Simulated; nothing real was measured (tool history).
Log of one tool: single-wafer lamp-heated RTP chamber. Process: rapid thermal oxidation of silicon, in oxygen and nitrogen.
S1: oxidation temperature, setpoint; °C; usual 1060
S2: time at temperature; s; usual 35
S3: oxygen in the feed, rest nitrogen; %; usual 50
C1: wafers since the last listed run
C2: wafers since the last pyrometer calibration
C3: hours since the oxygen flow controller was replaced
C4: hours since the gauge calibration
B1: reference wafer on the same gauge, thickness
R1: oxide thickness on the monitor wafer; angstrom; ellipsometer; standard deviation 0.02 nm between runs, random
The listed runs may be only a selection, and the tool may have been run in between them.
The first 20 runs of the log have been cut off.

run     day    S1  S2  S3   C1    C2     C3     C4     B1     R1
 21   9.992  1075  35  37  113  1501  153.6  119.7  5.066  58.01
 22  10.712  1060  35  32  217  1719  170.9    137  5.076  50.42
     11.588  -- pyrometer window cleaned and pyrometer calibrated
 23  11.608  1089  27  50  169     6  192.4  158.5   5.07  61.63
 24  11.742  1060  22  50   40    46  195.6  161.7   5.07  47.11
 25  12.092  1060  35  50  105   151    204  170.1   5.07  57.22
 26  12.779  1060  49  67  207   359  220.5  186.6  5.076  73.13
 27  13.112  1080  39  50  100   460  228.5  194.6  5.064  68.58
 28    13.6  1052  35  26  147   607  240.2  206.3  5.066  43.84
 29  13.967  1060  20  67  110   718    249  215.1  5.069   50.6
 30  14.392  1060  35  50  128   846  259.2  225.3  5.072  58.12
 31  14.746  1060  35  50  106   953  267.7  233.8  5.075  58.32
 32  15.212  1060  43  42  140  1094  278.9    245  5.068  59.96
 33  15.621  1050  44  38  123  1217  288.7  254.8  5.074  54.94
 34  16.125  1043  35  50  152  1369  300.8  266.9  5.071  52.46
 35  16.733  1041  35  50  183  1553  315.4  281.5  5.074  52.23

Run 36 is up next; what results do you expect?
 36  17.379  1060  35  50  194  1748  330.9  297   ?   ?

B1: 5.067
R1: 59.22 angstrom
The same run, on a tool lacking any hidden state, would have yielded R1 56.81 angstrom.

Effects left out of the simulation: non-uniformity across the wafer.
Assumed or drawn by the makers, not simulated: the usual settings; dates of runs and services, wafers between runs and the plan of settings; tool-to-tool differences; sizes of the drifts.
